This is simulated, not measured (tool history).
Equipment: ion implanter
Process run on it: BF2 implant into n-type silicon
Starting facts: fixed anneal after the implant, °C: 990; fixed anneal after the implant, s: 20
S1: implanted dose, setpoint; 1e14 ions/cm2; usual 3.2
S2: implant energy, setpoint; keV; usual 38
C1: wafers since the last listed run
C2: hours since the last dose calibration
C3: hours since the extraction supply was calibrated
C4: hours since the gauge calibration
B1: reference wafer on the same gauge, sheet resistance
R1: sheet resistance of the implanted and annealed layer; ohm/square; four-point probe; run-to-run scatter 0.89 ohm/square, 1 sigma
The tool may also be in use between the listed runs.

Run 1, day 0: usual settings but S1 3 1e14 ions/cm2, S2 43.5 keV; C1 0; C2 1070.9; C3 5405.7; C4 32.1; B1 319.24. Result: R1 367.2 ohm/square.
Run 2, day 1.9: usual settings but S1 3 1e14 ions/cm2, S2 43.5 keV; C1 1039; C2 1116.5; C3 5451.3; C4 77.7; B1 318.85. Result: R1 369.04 ohm/square.
Run 3, day 2.25: usual settings but S1 3 1e14 ions/cm2, S2 43.5 keV; C1 191; C2 1124.9; C3 5459.7; C4 86.1; B1 318.89. Result: R1 368.54 ohm/square.
Run 4, day 2.638: usual settings but S1 3.58 1e14 ions/cm2; C1 212; C2 1134.2; C3 5469; C4 95.4; B1 318.99. Result: R1 319.37 ohm/square.
Run 5, day 2.908: usual settings; C1 148; C2 1140.7; C3 5475.5; C4 101.9; B1 318.95. Result: R1 354.26 ohm/square.
Run 6, day 3.525: usual settings; C1 337; C2 1155.5; C3 5490.3; C4 116.7; B1 318.84. Result: R1 352.63 ohm/square.
Run 7, day 3.812: usual settings; C1 157; C2 1162.4; C3 5497.2; C4 123.6; B1 319.05. Result: R1 353.52 ohm/square.
Run 8, day 4.558: usual settings but S2 33.5 keV; C1 408; C2 1180.3; C3 5515.1; C4 141.5; B1 318.84. Result: R1 355.02 ohm/square.
Run 9, day 5.279: usual settings but S2 33.5 keV; C1 394; C2 1197.6; C3 5532.4; C4 158.8; B1 319.02. Result: R1 356.21 ohm/square.
Run 10, day 6.942: usual settings but S1 2.61 1e14 ions/cm2; C1 909; C2 1237.5; C3 5572.3; C4 198.7; B1 319.04. Result: R1 420.33 ohm/square.
Run 11, day 7.375: usual settings; C1 237; C2 1247.9; C3 5582.7; C4 209.1; B1 319.27. Result: R1 352.06 ohm/square.
At day 8.162: extraction supply calibrated.
Run 12, day 8.183: usual settings; C1 259; C2 1267.3; C3 0.5; C4 228.5; B1 318.94. Result: R1 353.77 ohm/square.
Run 13, day 8.758: usual settings but S1 2.52 1e14 ions/cm2, S2 32.5 keV; C1 314; C2 1281.1; C3 14.3; C4 242.3; B1 318.86. Result: R1 435.97 ohm/square.
At day 9.204: Faraday cup replaced and dose calibrated.
Run 14, day 9.342: usual settings; C1 136; C2 3.3; C3 28.3; C4 256.3; B1 319.23. Result: R1 351.68 ohm/square.
Run 15, day 9.796: usual settings but S1 3 1e14 ions/cm2, S2 43.5 keV; C1 248; C2 14.2; C3 39.2; C4 267.2; B1 318.83. Result: R1 370.21 ohm/square.
Run 16, day 10.504: usual settings; C1 387; C2 31.2; C3 56.2; C4 284.2; B1 319.27. Result: R1 352.67 ohm/square.
Run 17, day 11.179: usual settings but S1 2.39 1e14 ions/cm2, S2 45 keV; C1 369; C2 47.4; C3 72.4; C4 300.4; B1 319.01. Result: R1 446.19 ohm/square.
Run 18, day 12.992: usual settings but S1 2.25 1e14 ions/cm2, S2 49.5 keV; C1 991; C2 90.9; C3 115.9; C4 343.9; B1 319.18. Result: R1 460.63 ohm/square.
At day 13.154: gauge calibrated.
Run 19, day 14.633: usual settings; C1 898; C2 130.3; C3 155.3; C4 35.5; B1 318.87. Result: R1 351.42 ohm/square.
Run 20, day 15.254: usual settings but S1 4.02 1e14 ions/cm2, S2 26.5 keV; C1 339; C2 145.2; C3 170.2; C4 50.4; B1 318.95. Result: R1 299.88 ohm/square.
Run 21, day 15.725: usual settings but S2 25.5 keV; C1 257; C2 156.5; C3 181.5; C4 61.7; B1 318.95. Result: R1 360.97 ohm/square.
Run 22, day 16.079: usual settings but S2 27 keV; C1 193; C2 165; C3 190; C4 70.2; B1 318.86. Result: R1 360.27 ohm/square.
Run 23, day 16.438: usual settings but S2 44 keV; C1 196; C2 173.6; C3 198.6; C4 78.8; B1 318.99. Result: R1 348.13 ohm/square.
Run 24, day 17.121: usual settings but S1 2.78 1e14 ions/cm2, S2 51 keV; C1 373; C2 190; C3 215; C4 95.2; B1 319.02. Result: R1 387.76 ohm/square.

4 ways to go on from here, each from the tool as it stands after run 24. What would each give?
Run A, day 17.138: usual settings; C1 9; C2 190.4; C3 215.4; C4 95.6; B1 ?. Result: R1 ?.
Run B, day 17.138: usual settings but S1 3.44 1e14 ions/cm2, S2 32.5 keV; C1 9; C2 190.4; C3 215.4; C4 95.6; B1 ?. Result: R1 ?.
Run C, day 17.138: usual settings but S1 3.58 1e14 ions/cm2, S2 28.5 keV; C1 9; C2 190.4; C3 215.4; C4 95.6; B1 ?. Result: R1 ?.
Run D, day 17.138: usual settings but S2 31.5 keV; C1 9; C2 190.4; C3 215.4; C4 95.6; B1 ?. Result: R1 ?.

run      B1      R1
  A  319.06  352.15
  B  319.06  334.31
  C  319.06  326.77
  D  319.06   356.8
Stripped of hidden state, with their random variation kept, the same runs would have yielded:
run      R1
  A  352.15
  B  334.31
  C  326.77
  D   356.8
